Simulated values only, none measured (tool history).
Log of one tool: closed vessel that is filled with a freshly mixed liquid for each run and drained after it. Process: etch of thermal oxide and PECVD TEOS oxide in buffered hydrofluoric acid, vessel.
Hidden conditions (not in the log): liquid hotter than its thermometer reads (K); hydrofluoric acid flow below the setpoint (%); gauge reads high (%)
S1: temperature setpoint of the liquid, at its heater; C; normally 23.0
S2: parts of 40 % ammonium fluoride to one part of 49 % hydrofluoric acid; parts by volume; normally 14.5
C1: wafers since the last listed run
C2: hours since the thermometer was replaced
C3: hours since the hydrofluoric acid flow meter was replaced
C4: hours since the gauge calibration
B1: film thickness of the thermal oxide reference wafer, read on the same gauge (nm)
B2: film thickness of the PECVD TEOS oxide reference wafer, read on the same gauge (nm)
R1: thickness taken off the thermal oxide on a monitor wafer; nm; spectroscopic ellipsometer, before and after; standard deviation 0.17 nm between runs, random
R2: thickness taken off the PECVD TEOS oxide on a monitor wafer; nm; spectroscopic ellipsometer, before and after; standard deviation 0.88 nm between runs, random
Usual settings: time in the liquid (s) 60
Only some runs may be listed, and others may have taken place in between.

run 1 hour=0.0 | S1=23.0 S2=14.5 time_in_the_liquid_(s)=60 | C1=0 C2=473.7 C3=826.8 C4=733.0 | B1=126.81 B2=126.81 | R1=40.28 R2=88.24
run 2 hour=31.5 | S1=23.0 S2=14.5 time_in_the_liquid_(s)=60 | C1=3792 C2=505.2 C3=858.3 C4=764.5 | B1=126.54 B2=126.50 | R1=39.98 R2=89.84
run 3 hour=65.4 | S1=23.0 S2=14.5 time_in_the_liquid_(s)=60 | C1=4081 C2=539.1 C3=892.2 C4=798.4 | B1=126.22 B2=126.26 | R1=40.19 R2=87.37
-- hour=130.0 gauge calibrated
run 4 hour=161.2 | S1=23.0 S2=14.5 time_in_the_liquid_(s)=60 | C1=11534 C2=634.9 C3=988.0 C4=31.2 | B1=129.71 B2=129.71 | R1=41.36 R2=90.13
run 5 hour=182.7 | S1=23.0 S2=14.5 time_in_the_liquid_(s)=60 | C1=2588 C2=656.4 C3=1009.5 C4=52.7 | B1=129.69 B2=129.72 | R1=41.34 R2=90.65
-- hour=190.6 hydrofluoric acid flow meter replaced
-- hour=202.0 thermometer replaced
run 6 hour=280.4 | S1=23.0 S2=14.5 time_in_the_liquid_(s)=60 | C1=11522 C2=78.4 C3=89.8 C4=150.4 | B1=129.62 B2=129.60 | R1=41.06 R2=91.07
run 7 hour=369.2 | S1=23.0 S2=14.5 time_in_the_liquid_(s)=60 | C1=10691 C2=167.2 C3=178.6 C4=239.2 | B1=129.37 B2=129.36 | R1=40.90 R2=91.00
run 8 hour=384.7 | S1=24.0 S2=14.5 time_in_the_liquid_(s)=60 | C1=1866 C2=182.7 C3=194.1 C4=254.7 | B1=129.35 B2=129.37 | R1=43.55 R2=94.89
run 9 hour=397.2 | S1=23.0 S2=18.0 time_in_the_liquid_(s)=40 | C1=1505 C2=195.2 C3=206.6 C4=267.2 | B1=129.28 B2=129.33 | R1=21.99 R2=47.99
run 10 hour=426.8 | S1=24.5 S2=14.5 time_in_the_liquid_(s)=60 | C1=3563 C2=224.8 C3=236.2 C4=296.8 | B1=129.21 B2=129.18 | R1=44.71 R2=97.67
run 11 hour=463.2 | S1=27.5 S2=11.5 time_in_the_liquid_(s)=90 | C1=4382 C2=261.2 C3=272.6 C4=333.2 | B1=129.01 B2=129.08 | R1=98.09 R2=218.99
run 12 hour=485.5 | S1=27.5 S2=12.5 time_in_the_liquid_(s)=60 | C1=2684 C2=283.5 C3=294.9 C4=355.5 | B1=128.97 B2=129.00 | R1=60.65 R2=130.38
run 13 hour=519.1 | S1=23.0 S2=14.5 time_in_the_liquid_(s)=60 | C1=4045 C2=317.1 C3=328.5 C4=389.1 | B1=128.81 B2=128.81 | R1=40.83 R2=90.14
run 14 hour=552.3 | S1=23.0 S2=14.5 time_in_the_liquid_(s)=60 | C1=3997 C2=350.3 C3=361.7 C4=422.3 | B1=128.68 B2=128.74 | R1=40.67 R2=88.85
run 15 hour=577.8 | S1=23.0 S2=20.5 time_in_the_liquid_(s)=60 | C1=3070 C2=375.8 C3=387.2 C4=447.8 | B1=128.58 B2=128.57 | R1=29.52 R2=65.54
run 16 hour=617.9 | S1=28.0 S2=14.5 time_in_the_liquid_(s)=85 | C1=4828 C2=415.9 C3=427.3 C4=487.9 | B1=128.36 B2=128.40 | R1=75.25 R2=165.56
run 17 hour=653.8 | S1=23.0 S2=16.5 time_in_the_liquid_(s)=60 | C1=4322 C2=451.8 C3=463.2 C4=523.8 | B1=128.15 B2=128.15 | R1=35.87 R2=76.77
run 18 hour=681.1 | S1=23.0 S2=14.5 time_in_the_liquid_(s)=60 | C1=3286 C2=479.1 C3=490.5 C4=551.1 | B1=128.01 B2=127.93 | R1=40.56 R2=89.56
run 19 hour=693.6 | S1=23.0 S2=14.5 time_in_the_liquid_(s)=75 | C1=1505 C2=491.6 C3=503.0 C4=563.6 | B1=127.91 B2=127.91 | R1=50.67 R2=111.12
run 20 hour=727.4 | S1=23.0 S2=19.5 time_in_the_liquid_(s)=60 | C1=4069 C2=525.4 C3=536.8 C4=597.4 | B1=127.65 B2=127.71 | R1=30.22 R2=66.80
run 21 hour=757.2 | S1=19.5 S2=14.5 time_in_the_liquid_(s)=40 | C1=3587 C2=555.2 C3=566.6 C4=627.2 | B1=127.50 B2=127.46 | R1=22.27 R2=49.32
run 22 hour=788.7 | S1=26.0 S2=9.0 time_in_the_liquid_(s)=75 | C1=3792 C2=586.7 C3=598.1 C4=658.7 | B1=127.24 B2=127.30 | R1=90.54 R2=203.15
run 23 hour=809.4 | S1=19.5 S2=11.0 time_in_the_liquid_(s)=75 | C1=2492 C2=607.4 C3=618.8 C4=679.4 | B1=127.11 B2=127.09 | R1=54.59 R2=118.08
run 24 hour=838.1 | S1=24.0 S2=14.5 time_in_the_liquid_(s)=60 | C1=3455 C2=636.1 C3=647.5 C4=708.1 | B1=126.85 B2=126.84 | R1=42.64 R2=94.07
-- hour=843.2 thermometer replaced
run 25 hour=864.4 | S1=26.0 S2=14.5 time_in_the_liquid_(s)=60 | C1=3046 C2=21.2 C3=673.8 C4=734.4 | B1=126.66 B2=126.72 | R1=47.46 R2=102.56
run 26 hour=882.9 | S1=23.0 S2=11.0 time_in_the_liquid_(s)=60 | C1=2227 C2=39.7 C3=692.3 C4=752.9 | B1=126.55 B2=126.54 | R1=52.95 R2=115.78

Consider 4 possible next runs. They are alternatives, not a sequence: every one starts from the tool as it was left by run 26. What does each give?
run A hour=883.6 | S1=18.0 S2=14.5 time_in_the_liquid_(s)=60 | C1=84 C2=40.4 C3=693.0 C4=753.6 | B1=? B2=? | R1=? R2=?
run B hour=883.6 | S1=26.5 S2=12.0 time_in_the_liquid_(s)=90 | C1=84 C2=40.4 C3=693.0 C4=753.6 | B1=? B2=? | R1=? R2=?
run C hour=883.6 | S1=23.0 S2=14.5 time_in_the_liquid_(s)=40 | C1=84 C2=40.4 C3=693.0 C4=753.6 | B1=? B2=? | R1=? R2=?
run D hour=883.6 | S1=25.5 S2=9.5 time_in_the_liquid_(s)=40 | C1=84 C2=40.4 C3=693.0 C4=753.6 | B1=? B2=? | R1=? R2=?

run=A B1=126.53 B2=126.48 R1=30.31 R2=67.32
run=B B1=126.53 B2=126.48 R1=87.52 R2=194.37
run=C B1=126.53 B2=126.48 R1=26.72 R2=59.34
run=D B1=126.53 B2=126.48 R1=45.47 R2=100.98
Without the tool's unlogged condition, the same runs would have read:
run=A R1=31.15 R2=69.18
run=B R1=89.93 R2=199.74
run=C R1=27.46 R2=60.98
run=D R1=46.72 R2=103.77
